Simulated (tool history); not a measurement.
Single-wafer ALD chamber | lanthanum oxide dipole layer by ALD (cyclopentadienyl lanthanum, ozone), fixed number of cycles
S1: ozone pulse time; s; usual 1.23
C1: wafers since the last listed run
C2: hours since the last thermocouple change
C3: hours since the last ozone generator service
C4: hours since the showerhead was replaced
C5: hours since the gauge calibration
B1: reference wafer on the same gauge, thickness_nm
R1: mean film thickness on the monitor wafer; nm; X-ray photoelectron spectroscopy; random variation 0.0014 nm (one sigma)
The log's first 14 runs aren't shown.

| run | hour | S1 | C1 | C2 | C3 | C4 | C5 | B1 | R1 |
|---|---|---|---|---|---|---|---|---|---|
| 15 | 580.4 | 1.23 | 662 | 768.5 | 1222.1 | 6797.6 | 226.7 | 0.538 | 0.551 |
| 16 | 604.5 | 0.98 | 309 | 792.6 | 1246.2 | 6821.7 | 250.8 | 0.538 | 0.509 |
|  | 659.9 | ozone generator serviced |
| 17 | 660.4 | 1.23 | 615 | 848.5 | 0.5 | 6877.6 | 306.7 | 0.538 | 0.56 |
| 18 | 699.8 | 0.94 | 506 | 887.9 | 39.9 | 6917 | 346.1 | 0.538 | 0.519 |
| 19 | 747.3 | 1.46 | 610 | 935.4 | 87.4 | 6964.5 | 393.6 | 0.538 | 0.585 |
| 20 | 780.7 | 1.23 | 428 | 968.8 | 120.8 | 6997.9 | 427 | 0.538 | 0.561 |
| 21 | 847 | 0.81 | 851 | 1035.1 | 187.1 | 7064.2 | 493.3 | 0.538 | 0.489 |
|  | 902.1 | showerhead replaced |
| 22 | 907.6 | 1.66 | 675 | 1095.7 | 247.7 | 5.5 | 553.9 | 0.538 | 0.591 |
| 23 | 939.8 | 1.23 | 413 | 1127.9 | 279.9 | 37.7 | 586.1 | 0.538 | 0.564 |
|  | 974.2 | thermocouple changed; heater temperature recalibrated |
| 24 | 1002.7 | 1.51 | 705 | 28.5 | 342.8 | 100.6 | 649 | 0.538 | 0.585 |
| 25 | 1029.2 | 1.23 | 340 | 55 | 369.3 | 127.1 | 675.5 | 0.538 | 0.56 |
| 26 | 1127.5 | 1.71 | 1262 | 153.3 | 467.6 | 225.4 | 773.8 | 0.538 | 0.598 |
| 27 | 1177.7 | 0.93 | 644 | 203.5 | 517.8 | 275.6 | 824 | 0.538 | 0.512 |
| 28 | 1205.2 | 1.54 | 353 | 231 | 545.3 | 303.1 | 851.5 | 0.538 | 0.584 |
| 29 | 1250.7 | 1.23 | 584 | 276.5 | 590.8 | 348.6 | 897 | 0.538 | 0.561 |
| 30 | 1315.1 | 1.08 | 827 | 340.9 | 655.2 | 413 | 961.4 | 0.538 | 0.541 |
| 31 | 1341.6 | 0.77 | 340 | 367.4 | 681.7 | 439.5 | 987.9 | 0.538 | 0.472 |
| 32 | 1377.9 | 1.45 | 466 | 403.7 | 718 | 475.8 | 1024.2 | 0.538 | 0.578 |
| 33 | 1427.6 | 1.65 | 638 | 453.4 | 767.7 | 525.5 | 1073.9 | 0.538 | 0.59 |
| 34 | 1485.4 | 1.39 | 742 | 511.2 | 825.5 | 583.3 | 1131.7 | 0.538 | 0.574 |

Forecast each of these 4 alternatives for the next run:
| A | 1485.8 | 1.64 | 5 | 511.6 | 825.9 | 583.7 | 1132.1 | ? | ? |
| B | 1485.8 | 1.47 | 5 | 511.6 | 825.9 | 583.7 | 1132.1 | ? | ? |
| C | 1485.8 | 1.43 | 5 | 511.6 | 825.9 | 583.7 | 1132.1 | ? | ? |
| D | 1485.8 | 0.74 | 5 | 511.6 | 825.9 | 583.7 | 1132.1 | ? | ? |

| run | B1 | R1 |
|---|---|---|
| A | 0.538 | 0.589 |
| B | 0.538 | 0.578 |
| C | 0.538 | 0.575 |
| D | 0.538 | 0.46 |
Without the tool's hidden state the same runs would have given:
| run | R1 |
|---|---|
| A | 0.592 |
| B | 0.582 |
| C | 0.579 |
| D | 0.468 |
